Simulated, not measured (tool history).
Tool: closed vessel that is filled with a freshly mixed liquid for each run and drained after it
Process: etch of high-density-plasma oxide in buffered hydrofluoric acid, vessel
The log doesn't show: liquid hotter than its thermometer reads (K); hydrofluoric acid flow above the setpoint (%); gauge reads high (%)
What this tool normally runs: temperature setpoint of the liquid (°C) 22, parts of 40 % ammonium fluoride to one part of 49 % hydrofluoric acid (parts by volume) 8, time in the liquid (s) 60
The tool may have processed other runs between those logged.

| run | hour | temperature setpoint of the liquid (°C) | parts of 40 % ammonium fluoride to one part of 49 % hydrofluoric acid (parts by volume) | time in the liquid (s) | wafers since the last listed run | hours since the thermometer was replaced | hours since the hydrofluoric acid flow meter was replaced | hours since the gauge calibration | read-back film thickness of the high-density-plasma oxide reference wafer, read on the same gauge (nm) | thickness taken off the high-density-plasma oxide on a monitor wafer (angstrom) |
|---|---|---|---|---|---|---|---|---|---|---|
| 1 | 0 | 22 | 8 | 60 | 0 | 779.9 | 1406.8 | 579 | 80 | 1030.1 |
| 2 | 15 | 22 | 10 | 60 | 1144 | 794.9 | 1421.8 | 594 | 79.99 | 850.5 |
| 3 | 29.1 | 22 | 10 | 60 | 1075 | 809 | 1435.9 | 608.1 | 79.99 | 845.7 |
| 4 | 56.6 | 22 | 8 | 35 | 2098 | 836.5 | 1463.4 | 635.6 | 79.99 | 614.4 |
| 5 | 68.9 | 22 | 8 | 35 | 938 | 848.8 | 1475.7 | 647.9 | 80 | 618.8 |
|  | 79.5 | gauge calibrated |
| 6 | 89.4 | 22 | 9.5 | 60 | 1564 | 869.3 | 1496.2 | 9.9 | 79.99 | 893.7 |
| 7 | 132.3 | 22 | 8 | 60 | 3273 | 912.2 | 1539.1 | 52.8 | 80 | 1050.6 |
| 8 | 145.7 | 22 | 10.5 | 60 | 1022 | 925.6 | 1552.5 | 66.2 | 80 | 817 |
| 9 | 156.5 | 22 | 10.5 | 60 | 824 | 936.4 | 1563.3 | 77 | 80 | 831.6 |
| 10 | 168.2 | 22 | 10.5 | 60 | 892 | 948.1 | 1575 | 88.7 | 80 | 831 |
| 11 | 177.7 | 22 | 8 | 60 | 724 | 957.6 | 1584.5 | 98.2 | 80.01 | 1050.6 |
| 12 | 188.5 | 22 | 8 | 60 | 824 | 968.4 | 1595.3 | 109 | 80 | 1062.7 |
| 13 | 203.5 | 26 | 5.5 | 60 | 1144 | 983.4 | 1610.3 | 124 | 80.02 | 1852.9 |
| 14 | 215.2 | 26.5 | 10 | 60 | 892 | 995.1 | 1622 | 135.7 | 79.97 | 1110.7 |
| 15 | 232 | 20 | 9 | 40 | 1281 | 1011.9 | 1638.8 | 152.5 | 79.99 | 558.5 |
| 16 | 248.1 | 26.5 | 9.5 | 75 | 1228 | 1028 | 1654.9 | 168.6 | 80 | 1435.9 |
|  | 265.1 | hydrofluoric acid flow meter replaced |
| 17 | 265.6 | 20.5 | 6.5 | 60 | 1259 | 1045.5 | 0.5 | 186.1 | 80 | 1224.5 |
|  | 302.2 | thermometer replaced |
| 18 | 310 | 22 | 9.5 | 95 | 3311 | 7.8 | 44.9 | 230.5 | 80 | 1276.7 |
| 19 | 343.5 | 22 | 7 | 60 | 2556 | 41.3 | 78.4 | 264 | 79.97 | 1092.8 |
| 20 | 355.4 | 22 | 8 | 60 | 908 | 53.2 | 90.3 | 275.9 | 80 | 933.5 |
| 21 | 369.7 | 19.5 | 8 | 60 | 1091 | 67.5 | 104.6 | 290.2 | 80 | 818 |
| 22 | 378.3 | 22 | 8 | 60 | 656 | 76.1 | 113.2 | 298.8 | 80 | 956.2 |
| 23 | 396.2 | 27 | 8 | 35 | 1365 | 94 | 131.1 | 316.7 | 80.03 | 737.7 |
| 24 | 411.4 | 22 | 5.5 | 60 | 1159 | 109.2 | 146.3 | 331.9 | 79.99 | 1342.7 |
| 25 | 420.5 | 24 | 8 | 95 | 694 | 118.3 | 155.4 | 341 | 79.98 | 1692.3 |
| 26 | 430.1 | 22 | 8 | 60 | 732 | 127.9 | 165 | 350.6 | 79.99 | 944.8 |
| 27 | 443.6 | 22 | 10 | 60 | 1030 | 141.4 | 178.5 | 364.1 | 79.98 | 796.8 |
| 28 | 451 | 24.5 | 10 | 60 | 564 | 148.8 | 185.9 | 371.5 | 80 | 902.9 |
| 29 | 460.3 | 20.5 | 6 | 40 | 709 | 158.1 | 195.2 | 380.8 | 80.01 | 774.8 |
| 30 | 469 | 22 | 10.5 | 75 | 663 | 166.8 | 203.9 | 389.5 | 80 | 933.4 |
| 31 | 483.4 | 22 | 5.5 | 90 | 1098 | 181.2 | 218.3 | 403.9 | 79.99 | 2045.8 |

Run-by-run hidden state of the tool:
hydrofluoric acid flow above the setpoint (%): 0 on each run
gauge reads high (%): 0 on each run
H1: liquid hotter than its thermometer reads (K)
| run | H1 |
|---|---|
| 1 | 1.82 |
| 2 | 1.86 |
| 3 | 1.89 |
| 4 | 1.95 |
| 5 | 1.98 |
| 6 | 2.02 |
| 7 | 2.12 |
| 8 | 2.15 |
| 9 | 2.17 |
| 10 | 2.2 |
| 11 | 2.22 |
| 12 | 2.25 |
| 13 | 2.28 |
| 14 | 2.31 |
| 15 | 2.34 |
| 16 | 2.38 |
| 17 | 2.42 |
| 18 | 0.0861 |
| 19 | 0.162 |
| 20 | 0.188 |
| 21 | 0.221 |
| 22 | 0.24 |
| 23 | 0.28 |
| 24 | 0.315 |
| 25 | 0.335 |
| 26 | 0.357 |
| 27 | 0.387 |
| 28 | 0.404 |
| 29 | 0.425 |
| 30 | 0.444 |
| 31 | 0.477 |
